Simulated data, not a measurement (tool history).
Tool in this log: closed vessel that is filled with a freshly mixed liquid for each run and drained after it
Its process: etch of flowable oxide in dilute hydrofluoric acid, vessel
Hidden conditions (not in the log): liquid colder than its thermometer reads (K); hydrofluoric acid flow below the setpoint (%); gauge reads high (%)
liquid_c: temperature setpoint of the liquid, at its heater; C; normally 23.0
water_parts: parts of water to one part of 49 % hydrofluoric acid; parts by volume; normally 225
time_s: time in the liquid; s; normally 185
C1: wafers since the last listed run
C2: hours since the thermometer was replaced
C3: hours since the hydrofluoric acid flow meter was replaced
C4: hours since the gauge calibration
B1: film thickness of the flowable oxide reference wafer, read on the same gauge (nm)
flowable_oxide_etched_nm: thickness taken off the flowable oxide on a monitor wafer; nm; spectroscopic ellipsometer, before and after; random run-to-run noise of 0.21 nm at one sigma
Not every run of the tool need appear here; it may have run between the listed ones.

Run 1, hour 0.0: usual settings; C1 0; C2 1180.9; C3 825.3; C4 542.7; B1 99.97. Result: flowable_oxide_etched_nm 27.81 nm.
Run 2, hour 44.6: usual settings; C1 2468; C2 1225.5; C3 869.9; C4 587.3; B1 100.02. Result: flowable_oxide_etched_nm 28.04 nm.
Run 3, hour 128.4: usual settings; C1 4637; C2 1309.3; C3 953.7; C4 671.1; B1 99.98. Result: flowable_oxide_etched_nm 28.10 nm.
Run 4, hour 224.9: usual settings; C1 5340; C2 1405.8; C3 1050.2; C4 767.6; B1 100.00. Result: flowable_oxide_etched_nm 28.09 nm.
Run 5, hour 307.7: usual settings but water_parts 160 parts by volume; C1 4582; C2 1488.6; C3 1133.0; C4 850.4; B1 99.98. Result: flowable_oxide_etched_nm 41.54 nm.
Run 6, hour 355.4: usual settings but water_parts 150 parts by volume, time_s 155 s; C1 2639; C2 1536.3; C3 1180.7; C4 898.1; B1 100.03. Result: flowable_oxide_etched_nm 38.23 nm.
Run 7, hour 443.0: usual settings but water_parts 150 parts by volume, time_s 155 s; C1 4848; C2 1623.9; C3 1268.3; C4 985.7; B1 99.99. Result: flowable_oxide_etched_nm 37.90 nm.
Run 8, hour 535.7: usual settings but water_parts 150 parts by volume, time_s 155 s; C1 5130; C2 1716.6; C3 1361.0; C4 1078.4; B1 100.00. Result: flowable_oxide_etched_nm 38.56 nm.
Run 9, hour 600.0: usual settings but liquid_c 20.0 C; C1 3558; C2 1780.9; C3 1425.3; C4 1142.7; B1 99.98. Result: flowable_oxide_etched_nm 25.12 nm.
Run 10, hour 672.8: usual settings but liquid_c 20.0 C; C1 4029; C2 1853.7; C3 1498.1; C4 1215.5; B1 100.01. Result: flowable_oxide_etched_nm 25.37 nm.
Run 11, hour 770.7: usual settings but liquid_c 25.0 C; C1 5418; C2 1951.6; C3 1596.0; C4 1313.4; B1 99.98. Result: flowable_oxide_etched_nm 29.79 nm.
Run 12, hour 808.1: usual settings but liquid_c 25.0 C; C1 2069; C2 1989.0; C3 1633.4; C4 1350.8; B1 100.00. Result: flowable_oxide_etched_nm 29.93 nm.
Run 13, hour 854.2: usual settings but liquid_c 26.0 C; C1 2551; C2 2035.1; C3 1679.5; C4 1396.9; B1 99.99. Result: flowable_oxide_etched_nm 31.43 nm.
Run 14, hour 942.9: usual settings but liquid_c 26.0 C; C1 4909; C2 2123.8; C3 1768.2; C4 1485.6; B1 100.03. Result: flowable_oxide_etched_nm 30.72 nm.
Run 15, hour 1035.2: usual settings but liquid_c 20.5 C, water_parts 130 parts by volume; C1 5108; C2 2216.1; C3 1860.5; C4 1577.9; B1 100.02. Result: flowable_oxide_etched_nm 48.38 nm.
Run 16, hour 1127.8: usual settings but time_s 120 s; C1 5124; C2 2308.7; C3 1953.1; C4 1670.5; B1 100.01. Result: flowable_oxide_etched_nm 18.29 nm.
Run 17, hour 1177.0: usual settings; C1 2722; C2 2357.9; C3 2002.3; C4 1719.7; B1 100.00. Result: flowable_oxide_etched_nm 28.02 nm.
At hour 1197.6: gauge calibrated.
At hour 1225.4: thermometer replaced.
Run 18, hour 1271.6: usual settings but liquid_c 21.5 C, water_parts 255 parts by volume, time_s 100 s; C1 5180; C2 46.2; C3 2096.9; C4 74.0; B1 99.97. Result: flowable_oxide_etched_nm 12.30 nm.
At hour 1314.2: hydrofluoric acid flow meter replaced.
Run 19, hour 1352.8: usual settings but liquid_c 26.0 C, water_parts 125 parts by volume; C1 4438; C2 127.4; C3 38.6; C4 155.2; B1 99.99. Result: flowable_oxide_etched_nm 64.33 nm.
Run 20, hour 1411.3: usual settings but liquid_c 21.5 C, water_parts 315 parts by volume; C1 3237; C2 185.9; C3 97.1; C4 213.7; B1 99.96. Result: flowable_oxide_etched_nm 17.37 nm.
Run 21, hour 1497.3: usual settings; C1 4759; C2 271.9; C3 183.1; C4 299.7; B1 100.00. Result: flowable_oxide_etched_nm 27.94 nm.
Run 22, hour 1595.9: usual settings but time_s 220 s; C1 5457; C2 370.5; C3 281.7; C4 398.3; B1 100.01. Result: flowable_oxide_etched_nm 33.28 nm.
Run 23, hour 1703.7: usual settings but liquid_c 25.0 C, water_parts 120 parts by volume, time_s 255 s; C1 5966; C2 478.3; C3 389.5; C4 506.1; B1 100.00. Result: flowable_oxide_etched_nm 86.41 nm.
Run 24, hour 1805.9: usual settings but liquid_c 21.5 C, water_parts 275 parts by volume, time_s 285 s; C1 5656; C2 580.5; C3 491.7; C4 608.3; B1 100.00. Result: flowable_oxide_etched_nm 32.19 nm.
Run 25, hour 1897.6: usual settings but liquid_c 27.0 C, time_s 95 s; C1 5075; C2 672.2; C3 583.4; C4 700.0; B1 99.99. Result: flowable_oxide_etched_nm 16.77 nm.
Run 26, hour 2001.8: usual settings but liquid_c 21.5 C, water_parts 315 parts by volume; C1 5766; C2 776.4; C3 687.6; C4 804.2; B1 99.99. Result: flowable_oxide_etched_nm 17.54 nm.
Run 27, hour 2043.6: usual settings but liquid_c 21.0 C, water_parts 145 parts by volume, time_s 150 s; C1 2313; C2 818.2; C3 729.4; C4 846.0; B1 100.01. Result: flowable_oxide_etched_nm 35.39 nm.
Run 28, hour 2096.2: usual settings but liquid_c 28.0 C, water_parts 300 parts by volume, time_s 220 s; C1 2911; C2 870.8; C3 782.0; C4 898.6; B1 100.01. Result: flowable_oxide_etched_nm 27.74 nm.
Run 29, hour 2374.7: usual settings but liquid_c 24.5 C, water_parts 160 parts by volume; C1 15413; C2 1149.3; C3 1060.5; C4 1177.1; B1 100.00. Result: flowable_oxide_etched_nm 44.79 nm.
Run 30, hour 2462.5: usual settings but water_parts 185 parts by volume, time_s 115 s; C1 4859; C2 1237.1; C3 1148.3; C4 1264.9; B1 100.02. Result: flowable_oxide_etched_nm 22.11 nm.
Run 31, hour 2566.1: usual settings but water_parts 190 parts by volume, time_s 255 s; C1 5733; C2 1340.7; C3 1251.9; C4 1368.5; B1 99.97. Result: flowable_oxide_etched_nm 47.68 nm.
Run 32, hour 2632.3: usual settings but liquid_c 27.5 C, water_parts 130 parts by volume, time_s 85 s; C1 3663; C2 1406.9; C3 1318.1; C4 1434.7; B1 100.02. Result: flowable_oxide_etched_nm 29.67 nm.
Run 33, hour 2720.9: usual settings but liquid_c 25.5 C, time_s 100 s; C1 4903; C2 1495.5; C3 1406.7; C4 1523.3; B1 100.00. Result: flowable_oxide_etched_nm 16.56 nm.

Exercise: give the hidden state of the tool at every run:
liquid colder than its thermometer reads (K): 0 across all the runs
hydrofluoric acid flow below the setpoint (%): 0 across all the runs
gauge reads high (%): 0 across all the runs
